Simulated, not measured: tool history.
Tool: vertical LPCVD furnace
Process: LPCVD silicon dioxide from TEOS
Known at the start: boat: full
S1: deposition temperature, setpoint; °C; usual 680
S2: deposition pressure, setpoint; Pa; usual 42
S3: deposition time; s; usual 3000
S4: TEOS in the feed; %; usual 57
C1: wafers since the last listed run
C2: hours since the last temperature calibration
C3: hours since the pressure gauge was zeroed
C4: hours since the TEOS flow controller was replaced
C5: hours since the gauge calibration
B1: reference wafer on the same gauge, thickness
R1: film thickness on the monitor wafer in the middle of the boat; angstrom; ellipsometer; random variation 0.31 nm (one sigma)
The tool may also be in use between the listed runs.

run 1 hour=0 | S1=680 S2=42 S3=3000 S4=50 | C1=0 C2=3784.7 C3=3223.3 C4=7268.7 C5=73.5 | B1=243.98 | R1=2086.2
run 2 hour=11.4 | S1=680 S2=42 S3=3000 S4=50 | C1=228 C2=3796.1 C3=3234.7 C4=7280.1 C5=84.9 | B1=243.91 | R1=2084.2
run 3 hour=25.4 | S1=680 S2=42 S3=3000 S4=57 | C1=280 C2=3810.1 C3=3248.7 C4=7294.1 C5=98.9 | B1=243.93 | R1=2230
run 4 hour=36.3 | S1=680 S2=42 S3=3000 S4=57 | C1=218 C2=3821 C3=3259.6 C4=7305 C5=109.8 | B1=244 | R1=2229.9
run 5 hour=52.2 | S1=680 S2=42 S3=3000 S4=57 | C1=318 C2=3836.9 C3=3275.5 C4=7320.9 C5=125.7 | B1=244.05 | R1=2221.9
-- hour=80.8 thermocouples replaced and temperature profile calibrated
-- hour=81.6 gauge calibrated
-- hour=81.9 pressure gauge zeroed
run 6 hour=82.4 | S1=680 S2=42 S3=3000 S4=57 | C1=102 C2=1.6 C3=0.5 C4=7351.1 C5=0.8 | B1=244.05 | R1=2330.2
run 7 hour=86.8 | S1=680 S2=42 S3=3000 S4=57 | C1=88 C2=6 C3=4.9 C4=7355.5 C5=5.2 | B1=243.97 | R1=2324.7
run 8 hour=91.3 | S1=680 S2=47.3 S3=3000 S4=57 | C1=90 C2=10.5 C3=9.4 C4=7360 C5=9.7 | B1=244.03 | R1=2471.5
-- hour=119.8 thermocouples replaced and temperature profile calibrated, repeated, since the last time left the tool worse
-- hour=140.1 TEOS flow controller replaced
run 9 hour=140.6 | S1=680 S2=42 S3=3000 S4=57 | C1=100 C2=20.8 C3=58.7 C4=0.5 C5=59 | B1=244.03 | R1=2067.4
run 10 hour=145.1 | S1=680 S2=42 S3=3000 S4=57 | C1=90 C2=25.3 C3=63.2 C4=5 C5=63.5 | B1=244 | R1=2069.5
run 11 hour=149.5 | S1=680 S2=42 S3=3000 S4=57 | C1=88 C2=29.7 C3=67.6 C4=9.4 C5=67.9 | B1=244.02 | R1=2067.7
run 12 hour=154 | S1=691 S2=52 S3=2670 S4=50 | C1=90 C2=34.2 C3=72.1 C4=13.9 C5=72.4 | B1=244.03 | R1=2503.5
run 13 hour=158.5 | S1=691 S2=38 S3=4050 S4=61 | C1=90 C2=38.7 C3=76.6 C4=18.4 C5=76.9 | B1=244.01 | R1=3572.3
run 14 hour=162.9 | S1=680 S2=42 S3=3000 S4=57 | C1=88 C2=43.1 C3=81 C4=22.8 C5=81.3 | B1=244.01 | R1=2067.2
run 15 hour=167.4 | S1=680 S2=42 S3=3000 S4=57 | C1=90 C2=47.6 C3=85.5 C4=27.3 C5=85.8 | B1=244.13 | R1=2069.9
run 16 hour=174 | S1=669 S2=42 S3=3000 S4=57 | C1=132 C2=54.2 C3=92.1 C4=33.9 C5=92.4 | B1=244.01 | R1=1581.4
run 17 hour=192 | S1=687 S2=35.3 S3=2040 S4=48 | C1=360 C2=72.2 C3=110.1 C4=51.9 C5=110.4 | B1=243.93 | R1=1405.4
run 18 hour=203.2 | S1=680 S2=49.3 S3=3000 S4=51 | C1=224 C2=83.4 C3=121.3 C4=63.1 C5=121.6 | B1=243.99 | R1=2123.5
run 19 hour=212 | S1=680 S2=42 S3=2490 S4=57 | C1=176 C2=92.2 C3=130.1 C4=71.9 C5=130.4 | B1=243.97 | R1=1716
-- hour=247.1 gauge calibrated
run 20 hour=248.4 | S1=687 S2=51.3 S3=2100 S4=61 | C1=728 C2=128.6 C3=166.5 C4=108.3 C5=1.3 | B1=244 | R1=1962

Some steps in R1 between neighbouring runs. How much of each would the tool show without its hidden state too (settings, what came in, random variation), and how much is left for the hidden state, with any gauge scatter that isn't in both results?
The hidden state here: true tube temperature minus thermocouple reading, K; true pressure minus gauge reading, mTorr; deviation of the TEOS flow from its setpoint, %; gauge reads high (%).
Run 5 -> 6: thermocouples replaced and temperature profile calibrated, gauge calibrated, pressure gauge zeroed. R1 +108.3 angstrom: hidden state +101.2, all else +7.1.
Run 8 -> 9: S2 47.3 -> 42, thermocouples replaced and temperature profile calibrated, repeated, since the last time left the tool worse, TEOS flow controller replaced. R1 -404.1 angstrom: hidden state -279.1, all else -125.
Run 12 -> 13: S2 52 -> 38, S3 2670 -> 4050, S4 50 -> 61. R1 +1068.8 angstrom: hidden state +6.2, all else +1062.6.
Run 13 -> 14: S1 691 -> 680, S2 38 -> 42, S3 4050 -> 3000, S4 61 -> 57. R1 -1505.1 angstrom: hidden state -8, all else -1497.1.
